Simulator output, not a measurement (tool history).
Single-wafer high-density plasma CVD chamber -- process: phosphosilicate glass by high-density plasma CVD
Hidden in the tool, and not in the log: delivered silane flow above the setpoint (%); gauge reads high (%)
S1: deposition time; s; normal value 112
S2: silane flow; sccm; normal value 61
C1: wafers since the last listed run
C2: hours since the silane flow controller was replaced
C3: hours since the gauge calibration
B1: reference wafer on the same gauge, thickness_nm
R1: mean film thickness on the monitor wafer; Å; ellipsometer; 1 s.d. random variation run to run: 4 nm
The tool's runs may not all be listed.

{"run": 1, "day": 0.0, "S1": 112, "S2": 61, "C1": 0, "C2": 1069.9, "C3": 1942.2, "B1": 662.61, "R1": 7643.3}
{"run": 2, "day": 1.904, "S1": 112, "S2": 61, "C1": 384, "C2": 1115.6, "C3": 1987.9, "B1": 663.151, "R1": 7618.92}
{"run": 3, "day": 12.217, "S1": 112, "S2": 61, "C1": 2079, "C2": 1363.1, "C3": 2235.4, "B1": 662.273, "R1": 7614.02}
{"run": 4, "day": 15.783, "S1": 112, "S2": 61, "C1": 719, "C2": 1448.7, "C3": 2321, "B1": 663.082, "R1": 7723.54}
{"run": 5, "day": 18.45, "S1": 112, "S2": 61, "C1": 537, "C2": 1512.7, "C3": 2385, "B1": 663.722, "R1": 7637.98}
{"run": 6, "day": 22.825, "S1": 112, "S2": 61, "C1": 882, "C2": 1617.7, "C3": 2490, "B1": 662.09, "R1": 7659.87}
{"run": 7, "day": 26.458, "S1": 112, "S2": 61, "C1": 732, "C2": 1704.9, "C3": 2577.2, "B1": 661.811, "R1": 7593.58}
{"run": 8, "day": 28.975, "S1": 130, "S2": 61, "C1": 507, "C2": 1765.3, "C3": 2637.6, "B1": 663.459, "R1": 8941.56}
{"run": 9, "day": 31.45, "S1": 130, "S2": 61, "C1": 499, "C2": 1824.7, "C3": 2697, "B1": 662.873, "R1": 8838.62}
{"run": 10, "day": 33.608, "S1": 112, "S2": 61, "C1": 435, "C2": 1876.5, "C3": 2748.8, "B1": 663.251, "R1": 7683.48}
{"run": 11, "day": 35.471, "S1": 112, "S2": 61, "C1": 375, "C2": 1921.2, "C3": 2793.5, "B1": 662.727, "R1": 7614.02}
{"run": 12, "day": 37.738, "S1": 112, "S2": 61, "C1": 457, "C2": 1975.6, "C3": 2847.9, "B1": 663.634, "R1": 7684.34}
{"run": 13, "day": 39.908, "S1": 112, "S2": 61, "C1": 437, "C2": 2027.7, "C3": 2900, "B1": 663.064, "R1": 7655.21}
{"day": 40.783, "done": "gauge calibrated"}
{"run": 14, "day": 42.838, "S1": 112, "S2": 61, "C1": 590, "C2": 2098, "C3": 49.3, "B1": 663.454, "R1": 7595.99}
{"run": 15, "day": 46.679, "S1": 112, "S2": 61, "C1": 774, "C2": 2190.2, "C3": 141.5, "B1": 662.299, "R1": 7635.47}
{"day": 48.042, "done": "silane flow controller replaced"}
{"run": 16, "day": 49.212, "S1": 97, "S2": 61, "C1": 443, "C2": 28.1, "C3": 202.3, "B1": 663.104, "R1": 6383.74}
{"run": 17, "day": 52.308, "S1": 97, "S2": 61, "C1": 624, "C2": 102.4, "C3": 276.6, "B1": 662.177, "R1": 6360.19}
{"run": 18, "day": 54.521, "S1": 100, "S2": 50, "C1": 446, "C2": 155.5, "C3": 329.7, "B1": 662.83, "R1": 5425.31}
{"run": 19, "day": 57.404, "S1": 90, "S2": 70, "C1": 581, "C2": 224.7, "C3": 398.9, "B1": 663.118, "R1": 6850.48}
{"run": 20, "day": 58.925, "S1": 92, "S2": 73, "C1": 306, "C2": 261.2, "C3": 435.4, "B1": 663.262, "R1": 7287.8}
{"run": 21, "day": 60.662, "S1": 112, "S2": 61, "C1": 350, "C2": 302.9, "C3": 477.1, "B1": 662.846, "R1": 7479.35}
{"run": 22, "day": 63.138, "S1": 123, "S2": 66, "C1": 499, "C2": 362.3, "C3": 536.5, "B1": 664.219, "R1": 8929.77}
{"run": 23, "day": 66.067, "S1": 133, "S2": 56, "C1": 590, "C2": 432.6, "C3": 606.8, "B1": 663.999, "R1": 8173.41}
{"run": 24, "day": 68.642, "S1": 95, "S2": 55, "C1": 519, "C2": 494.4, "C3": 668.6, "B1": 662.286, "R1": 5726.06}
{"run": 25, "day": 70.483, "S1": 118, "S2": 69, "C1": 371, "C2": 538.6, "C3": 712.8, "B1": 662.738, "R1": 8933.65}
{"run": 26, "day": 75.488, "S1": 90, "S2": 53, "C1": 1009, "C2": 658.7, "C3": 832.9, "B1": 663.583, "R1": 5288.95}
{"run": 27, "day": 77.846, "S1": 112, "S2": 61, "C1": 475, "C2": 715.3, "C3": 889.5, "B1": 663.701, "R1": 7570.02}
{"run": 28, "day": 81.908, "S1": 90, "S2": 52, "C1": 819, "C2": 812.8, "C3": 987, "B1": 662.885, "R1": 5154.05}
{"run": 29, "day": 83.679, "S1": 112, "S2": 61, "C1": 357, "C2": 855.3, "C3": 1029.5, "B1": 663.394, "R1": 7551.68}
{"run": 30, "day": 87.708, "S1": 132, "S2": 56, "C1": 812, "C2": 952, "C3": 1126.2, "B1": 662.823, "R1": 8161.8}
{"run": 31, "day": 91.254, "S1": 112, "S2": 55, "C1": 715, "C2": 1037.1, "C3": 1211.3, "B1": 662.572, "R1": 6819.9}
{"run": 32, "day": 94.167, "S1": 112, "S2": 53, "C1": 587, "C2": 1107, "C3": 1281.2, "B1": 662.304, "R1": 6552.45}
{"run": 33, "day": 97.067, "S1": 102, "S2": 65, "C1": 584, "C2": 1176.6, "C3": 1350.8, "B1": 662.646, "R1": 7416.82}
{"run": 34, "day": 101.458, "S1": 91, "S2": 49, "C1": 885, "C2": 1282, "C3": 1456.2, "B1": 663.742, "R1": 4996.31}

Pick out some run-to-run changes in R1. Of each, how much would a tool without hidden state show as well, from the settings, what came in and chance, and how much is left for the hidden state and any gauge scatter not in both results compared?
Run 15 -> 16: S1 112 -> 97, silane flow controller replaced. R1 -1251.73 Å: hidden state -301.5, all else -950.23.
Run 23 -> 24: S1 133 -> 95, S2 56 -> 55. R1 -2447.35 Å: hidden state -37.74, all else -2409.61.
Run 24 -> 25: S1 95 -> 118, S2 55 -> 69. R1 +3207.59 Å: hidden state +82, all else +3125.59.
Run 25 -> 26: S1 118 -> 90, S2 69 -> 53. R1 -3644.7 Å: hidden state -68.52, all else -3576.18.
Run 33 -> 34: S1 102 -> 91, S2 65 -> 49. R1 -2420.51 Å: hidden state -78.66, all else -2341.85.

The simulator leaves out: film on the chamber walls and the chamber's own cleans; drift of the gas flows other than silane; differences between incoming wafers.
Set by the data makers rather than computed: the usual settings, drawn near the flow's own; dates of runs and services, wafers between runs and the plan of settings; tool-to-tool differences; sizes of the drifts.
